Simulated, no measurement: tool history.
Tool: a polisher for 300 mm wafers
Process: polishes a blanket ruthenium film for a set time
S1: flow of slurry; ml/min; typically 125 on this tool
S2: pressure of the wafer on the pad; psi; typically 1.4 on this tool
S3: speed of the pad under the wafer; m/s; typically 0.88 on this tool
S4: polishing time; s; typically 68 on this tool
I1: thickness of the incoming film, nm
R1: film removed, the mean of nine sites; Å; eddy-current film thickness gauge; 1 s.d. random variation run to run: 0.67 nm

run,hour,S1,S2,S3,S4,I1,R1
1,0,125,1.4,0.88,68,453.2,528
2,13.4,125,1.4,0.88,85,461,659
# hour 35.4: worn pad replaced by a new one
3,47.4,125,1.4,0.88,85,450.3,651
4,78.4,125,1.4,0.88,85,461.1,665
5,90.5,125,1.8,0.88,68,466.4,681
6,109.4,100,1.4,0.88,68,457.3,511
7,132.6,90,1.4,0.88,68,454,512
8,152.8,90,1.4,0.88,68,464.7,509
9,182,125,1.4,0.88,68,453.1,524
# hour 209.4: worn pad replaced by a new one
10,283.1,125,1.4,0.88,68,469,518
11,297.5,125,1.4,0.88,68,461.1,524
12,319.6,125,1.4,0.88,68,458,529
13,334.7,125,1.4,0.88,68,461.4,519
# hour 356.7: head pressure recalibrated
14,365,155,1.4,0.88,68,456.6,548
15,387.6,155,1.4,0.88,68,465.4,545
# hour 404.4: worn pad replaced by a new one
16,413.3,155,1.4,0.88,68,459.8,543
17,440.9,125,1.4,0.88,68,457.9,532
18,475.7,90,1.4,0.88,68,455.1,488
19,507.1,85,1.7,0.96,68,466.8,638
20,529.4,145,1,0.64,68,460.1,302
# hour 547.1: slurry nozzle cleaned
21,551.9,125,1.4,1.06,74,462,614
22,577.5,125,1.4,0.88,68,460.4,475
23,600.8,125,1.4,0.88,68,457.9,490
24,614.4,155,1.4,0.74,88,451.9,576
# hour 619.5: worn pad replaced by a new one
25,634.4,125,1.4,0.88,68,464.9,481
26,665.4,125,1.4,0.88,68,459,475
# hour 722.5: slurry nozzle cleaned, repeated, since the last time left the tool worse
27,753.3,125,1.4,1.14,68,462,654
28,771.8,90,1.6,0.7,61,459,443
# hour 825: worn pad replaced by a new one
# hour 844: head pressure recalibrated
29,879.4,125,0.9,0.76,68,463.7,308
30,908.1,155,1.1,0.72,83,460.2,455
31,933.2,140,1.7,0.7,68,455.4,547
32,955.6,90,1.4,0.66,61,455.2,370
33,983.7,125,1.1,0.76,44,466.2,241

Forecast each of these 5 alternatives for the next run:
A,984.1,125,1.4,0.88,68,462.5,?
B,984.1,125,1.1,0.88,68,462.5,?
C,984.1,125,1.2,0.98,68,462.5,?
D,984.1,125,1.2,0.88,68,462.5,?
E,984.1,100,1.6,0.88,48,462.5,?

run,R1
A,528
B,415
C,491
D,453
E,413
With the hidden condition removed and each run's random variation left untouched, the same runs would have given:
run,R1
A,533
B,419
C,495
D,457
E,417
